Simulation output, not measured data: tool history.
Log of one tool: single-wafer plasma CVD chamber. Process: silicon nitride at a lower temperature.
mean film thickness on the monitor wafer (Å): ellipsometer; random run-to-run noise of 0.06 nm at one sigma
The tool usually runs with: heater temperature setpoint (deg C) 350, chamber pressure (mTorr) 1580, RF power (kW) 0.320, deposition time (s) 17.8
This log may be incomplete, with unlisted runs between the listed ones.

run	hour	heater temperature setpoint (deg C)	chamber pressure (mTorr)	RF power (kW)	deposition time (s)	wafers since the last listed run	hours since the last thermocouple change	hours since the last RF generator calibration	hours since the last manometer calibration	hours since the showerhead was replaced	hours since the gauge calibration	read-back reference wafer on the same gauge, thickness_nm	mean film thickness on the monitor wafer (Å)
1	0.0	350	1580	0.365	17.8	0	1208.5	461.6	758.5	3894.1	326.0	18.799	218.01
2	92.9	350	1580	0.365	17.8	1783	1301.4	554.5	851.4	3987.0	418.9	18.787	217.98
3	138.7	350	1580	0.365	17.8	879	1347.2	600.3	897.2	4032.8	464.7	18.789	216.78
4	206.8	350	1580	0.320	17.8	1307	1415.3	668.4	965.3	4100.9	532.8	18.782	203.06
5	267.5	350	1580	0.320	17.8	1165	1476.0	729.1	1026.0	4161.6	593.5	18.804	203.26
6	303.9	350	1580	0.320	17.8	698	1512.4	765.5	1062.4	4198.0	629.9	18.808	203.79
7	410.4	350	1580	0.335	17.8	2044	1618.9	872.0	1168.9	4304.5	736.4	18.797	207.32
# hour 448.8: thermocouple changed; heater temperature recalibrated
8	464.4	350	1580	0.335	17.8	883	15.6	926.0	1222.9	4358.5	790.4	18.788	207.84
9	503.9	350	1580	0.335	17.8	758	55.1	965.5	1262.4	4398.0	829.9	18.802	208.31
# hour 544.6: gauge calibrated
10	570.6	350	1580	0.380	17.8	1280	121.8	1032.2	1329.1	4464.7	26.0	18.812	221.11
# hour 596.7: RF generator calibrated
11	609.2	350	1580	0.320	17.8	587	160.4	12.5	1367.7	4503.3	64.6	18.802	212.11
# hour 704.9: capacitance manometer re-zeroed and calibrated
12	705.4	350	1580	0.320	17.8	1693	256.6	108.7	0.5	4599.5	160.8	18.803	210.23
13	755.8	339	1580	0.365	17.8	967	307.0	159.1	50.9	4649.9	211.2	18.798	223.18
14	834.4	350	1320	0.320	20.5	1509	385.6	237.7	129.5	4728.5	289.8	18.791	221.60
15	898.4	350	1450	0.380	17.8	1228	449.6	301.7	193.5	4792.5	353.8	18.790	217.41
# hour 978.2: showerhead replaced
16	1098.5	350	1220	0.320	17.8	3688	649.7	501.8	393.6	120.3	553.9	18.800	183.55
17	1168.0	350	1580	0.320	17.8	1334	719.2	571.3	463.1	189.8	623.4	18.796	204.95
18	1270.9	363	1580	0.320	21.1	1975	822.1	674.2	566.0	292.7	726.3	18.784	241.91

Each row is a separate what-if for the run after 18, all from the same tool condition, not one after another. Results?
A	1271.3	350	1580	0.300	17.8	7	822.5	674.6	566.4	293.1	726.7	?	?
B	1271.3	356	1420	0.320	17.8	7	822.5	674.6	566.4	293.1	726.7	?	?
C	1271.3	358	1580	0.320	17.8	7	822.5	674.6	566.4	293.1	726.7	?	?

run	read-back reference wafer on the same gauge, thickness_nm	mean film thickness on the monitor wafer (Å)
A	18.805	200.02
B	18.805	196.73
C	18.805	205.70
Had the tool no hidden state, the same runs would have come out as:
run	mean film thickness on the monitor wafer (Å)
A	207.40
B	203.86
C	213.15
